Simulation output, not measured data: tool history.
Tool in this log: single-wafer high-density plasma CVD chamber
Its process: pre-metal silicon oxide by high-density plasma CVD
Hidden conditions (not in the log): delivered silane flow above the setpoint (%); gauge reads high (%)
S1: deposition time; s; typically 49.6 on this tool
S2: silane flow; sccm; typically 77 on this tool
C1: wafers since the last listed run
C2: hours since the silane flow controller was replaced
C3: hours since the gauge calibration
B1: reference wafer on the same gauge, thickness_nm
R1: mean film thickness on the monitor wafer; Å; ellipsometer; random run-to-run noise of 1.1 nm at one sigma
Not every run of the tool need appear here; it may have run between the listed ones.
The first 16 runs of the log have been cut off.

run,hour,S1,S2,C1,C2,C3,B1,R1
17,817.8,49.6,77,849,1586.7,152.9,428.193,3958.17
18,851.6,49.6,77,813,1620.5,186.7,427.79,3947.84
# hour 869: silane flow controller replaced
19,888.8,49.6,77,703,19.8,223.9,428.122,3946.34
20,913.6,49.6,77,597,44.6,248.7,427.733,3943.85
21,961.5,49.6,77,1153,92.5,296.6,427.842,3935.92
22,1004.2,44.9,66,1028,135.2,339.3,428.247,3167.86
23,1058.9,49.6,77,1317,189.9,394,428.205,3963.32
24,1114.6,46.7,72,1341,245.6,449.7,428.566,3521.09
25,1180.9,49.6,70,1596,311.9,516,427.66,3647.99
26,1242.9,58.4,77,1492,373.9,578,428.132,4630.18
27,1281.6,39.8,89,931,412.6,616.7,427.86,3556.95
28,1324.1,44.5,71,1023,455.1,659.2,427.723,3314.35
29,1379.9,49.6,92,1343,510.9,715,427.528,4584.02
30,1504.6,53.6,77,3002,635.6,839.7,428.077,4272.06
31,1566.6,52.9,89,1492,697.6,901.7,427.91,4759.49
32,1593.6,54.3,86,650,724.6,928.7,427.943,4728.05
33,1655.5,57.5,71,1490,786.5,990.6,428.202,4277.92
34,1681.2,49.6,67,618,812.2,1016.3,428.399,3537.82
35,1747.6,58.8,69,1598,878.6,1082.7,427.966,4296.95
36,1780,57.9,86,780,911,1115.1,427.993,5038.24
37,1822.8,58.2,66,1030,953.8,1157.9,428.397,4095.96
38,1849.6,49.6,77,645,980.6,1184.7,427.857,3937.47
39,1907.8,57,77,1401,1038.8,1242.9,428.341,4542.58
40,1943.4,59.3,82,857,1074.4,1278.5,428.416,4980.09
41,2036.4,49.6,77,2239,1167.4,1371.5,428.108,3934.83

Consider 5 possible next runs. They are alternatives, not a sequence: every one starts from the tool as it was left by run 41. What does each give?
A,2036.8,49.6,85,9,1167.8,1371.9,?,?
B,2036.8,49.6,66,9,1167.8,1371.9,?,?
C,2036.8,54.7,90,9,1167.8,1371.9,?,?
D,2036.8,59.2,71,9,1167.8,1371.9,?,?
E,2036.8,39.7,68,9,1167.8,1371.9,?,?

run,B1,R1
A,428.144,4257.4
B,428.144,3469.08
C,428.144,4923.94
D,428.144,4388.12
E,428.144,2843.08
Take away the tool's hidden state, keep each run's random variation, and the runs would have read:
run,R1
A,4257.4
B,3469.08
C,4923.94
D,4388.12
E,2843.08

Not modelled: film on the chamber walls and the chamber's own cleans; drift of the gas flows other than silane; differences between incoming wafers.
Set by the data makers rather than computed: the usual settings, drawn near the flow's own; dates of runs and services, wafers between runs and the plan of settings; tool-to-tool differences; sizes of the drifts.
